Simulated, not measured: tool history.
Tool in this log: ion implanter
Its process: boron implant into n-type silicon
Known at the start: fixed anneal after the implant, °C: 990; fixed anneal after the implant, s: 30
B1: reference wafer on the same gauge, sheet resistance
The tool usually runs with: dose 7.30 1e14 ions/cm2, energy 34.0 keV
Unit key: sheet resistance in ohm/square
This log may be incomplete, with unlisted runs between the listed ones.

{"run": 1, "hour": 0.0, "dose": 7.3, "energy": 34.0, "B1": 114.92, "sheet resistance": 138.49}
{"run": 2, "hour": 12.2, "dose": 5.58, "energy": 34.0, "B1": 115.2, "sheet resistance": 171.24}
{"run": 3, "hour": 28.1, "dose": 5.58, "energy": 34.0, "B1": 115.0, "sheet resistance": 172.68}
{"run": 4, "hour": 38.4, "dose": 5.58, "energy": 34.0, "B1": 115.05, "sheet resistance": 172.04}
{"run": 5, "hour": 44.7, "dose": 7.3, "energy": 34.0, "B1": 115.02, "sheet resistance": 138.24}
{"run": 6, "hour": 58.3, "dose": 7.3, "energy": 34.0, "B1": 114.99, "sheet resistance": 137.71}
{"run": 7, "hour": 70.0, "dose": 5.82, "energy": 34.0, "B1": 114.85, "sheet resistance": 167.16}
{"run": 8, "hour": 81.1, "dose": 5.82, "energy": 34.0, "B1": 114.86, "sheet resistance": 165.85}
{"run": 9, "hour": 91.0, "dose": 5.82, "energy": 34.0, "B1": 114.98, "sheet resistance": 166.64}
{"run": 10, "hour": 106.4, "dose": 7.3, "energy": 34.0, "B1": 115.04, "sheet resistance": 137.16}
{"run": 11, "hour": 119.8, "dose": 7.3, "energy": 34.0, "B1": 115.11, "sheet resistance": 137.97}
{"hour": 131.1, "done": "Faraday cup replaced and dose calibrated"}
{"run": 12, "hour": 131.6, "dose": 7.3, "energy": 34.0, "B1": 114.86, "sheet resistance": 143.0}
{"run": 13, "hour": 144.1, "dose": 7.3, "energy": 34.0, "B1": 114.94, "sheet resistance": 142.53}
{"run": 14, "hour": 154.2, "dose": 8.8, "energy": 40.0, "B1": 115.15, "sheet resistance": 121.95}
{"run": 15, "hour": 160.5, "dose": 7.3, "energy": 34.0, "B1": 115.0, "sheet resistance": 142.37}
{"hour": 182.4, "done": "extraction supply calibrated"}
{"run": 16, "hour": 182.9, "dose": 7.3, "energy": 37.5, "B1": 114.84, "sheet resistance": 141.84}
{"run": 17, "hour": 192.4, "dose": 6.34, "energy": 34.0, "B1": 115.09, "sheet resistance": 160.2}
{"hour": 194.2, "done": "gauge calibrated"}
{"run": 18, "hour": 206.2, "dose": 6.34, "energy": 34.0, "B1": 115.08, "sheet resistance": 159.75}
{"run": 19, "hour": 222.6, "dose": 8.51, "energy": 28.5, "B1": 114.97, "sheet resistance": 126.75}
{"run": 20, "hour": 233.1, "dose": 7.3, "energy": 34.0, "B1": 115.03, "sheet resistance": 141.66}
{"run": 21, "hour": 240.4, "dose": 8.51, "energy": 28.5, "B1": 115.02, "sheet resistance": 126.87}
{"run": 22, "hour": 255.7, "dose": 7.3, "energy": 34.0, "B1": 114.97, "sheet resistance": 141.79}
{"run": 23, "hour": 273.4, "dose": 5.16, "energy": 38.5, "B1": 114.93, "sheet resistance": 185.88}
{"run": 24, "hour": 280.7, "dose": 5.92, "energy": 39.5, "B1": 114.97, "sheet resistance": 167.07}
{"run": 25, "hour": 287.6, "dose": 8.55, "energy": 27.5, "B1": 114.89, "sheet resistance": 126.32}
{"run": 26, "hour": 296.0, "dose": 7.3, "energy": 34.0, "B1": 115.08, "sheet resistance": 142.16}
{"run": 27, "hour": 309.5, "dose": 8.85, "energy": 40.0, "B1": 115.04, "sheet resistance": 119.39}
{"run": 28, "hour": 325.8, "dose": 8.54, "energy": 43.0, "B1": 115.02, "sheet resistance": 123.17}
{"run": 29, "hour": 339.1, "dose": 8.24, "energy": 27.0, "B1": 114.77, "sheet resistance": 130.08}
{"run": 30, "hour": 356.6, "dose": 5.92, "energy": 29.5, "B1": 115.01, "sheet resistance": 170.36}
{"run": 31, "hour": 365.3, "dose": 5.48, "energy": 26.0, "B1": 114.85, "sheet resistance": 182.36}
{"run": 32, "hour": 382.4, "dose": 7.3, "energy": 34.0, "B1": 114.78, "sheet resistance": 141.87}
{"run": 33, "hour": 392.5, "dose": 5.36, "energy": 34.0, "B1": 114.88, "sheet resistance": 182.04}
{"run": 34, "hour": 399.4, "dose": 7.3, "energy": 34.0, "B1": 114.91, "sheet resistance": 141.96}
{"run": 35, "hour": 408.0, "dose": 5.29, "energy": 25.5, "B1": 115.04, "sheet resistance": 189.04}
{"run": 36, "hour": 417.5, "dose": 9.34, "energy": 34.0, "B1": 115.07, "sheet resistance": 116.08}
{"run": 37, "hour": 431.3, "dose": 7.3, "energy": 34.0, "B1": 115.12, "sheet resistance": 140.87}
{"run": 38, "hour": 444.1, "dose": 9.06, "energy": 39.5, "B1": 115.21, "sheet resistance": 117.13}

Run-by-run hidden state of the tool:
deviation of the true energy from its setpoint, %: 0, the same for each run
gauge reads high (%): 0, the same for each run
H1: deviation of the true dose from the Faraday cup's reading, %
run=1 H1=4.51
run=2 H1=4.56
run=3 H1=4.62
run=4 H1=4.66
run=5 H1=4.68
run=6 H1=4.74
run=7 H1=4.78
run=8 H1=4.83
run=9 H1=4.86
run=10 H1=4.92
run=11 H1=4.97
run=12 H1=0.395
run=13 H1=0.443
run=14 H1=0.482
run=15 H1=0.507
run=16 H1=0.593
run=17 H1=0.63
run=18 H1=0.683
run=19 H1=0.746
run=20 H1=0.787
run=21 H1=0.815
run=22 H1=0.874
run=23 H1=0.942
run=24 H1=0.971
run=25 H1=0.997
run=26 H1=1.03
run=27 H1=1.08
run=28 H1=1.14
run=29 H1=1.2
run=30 H1=1.26
run=31 H1=1.3
run=32 H1=1.36
run=33 H1=1.4
run=34 H1=1.43
run=35 H1=1.46
run=36 H1=1.5
run=37 H1=1.55
run=38 H1=1.6

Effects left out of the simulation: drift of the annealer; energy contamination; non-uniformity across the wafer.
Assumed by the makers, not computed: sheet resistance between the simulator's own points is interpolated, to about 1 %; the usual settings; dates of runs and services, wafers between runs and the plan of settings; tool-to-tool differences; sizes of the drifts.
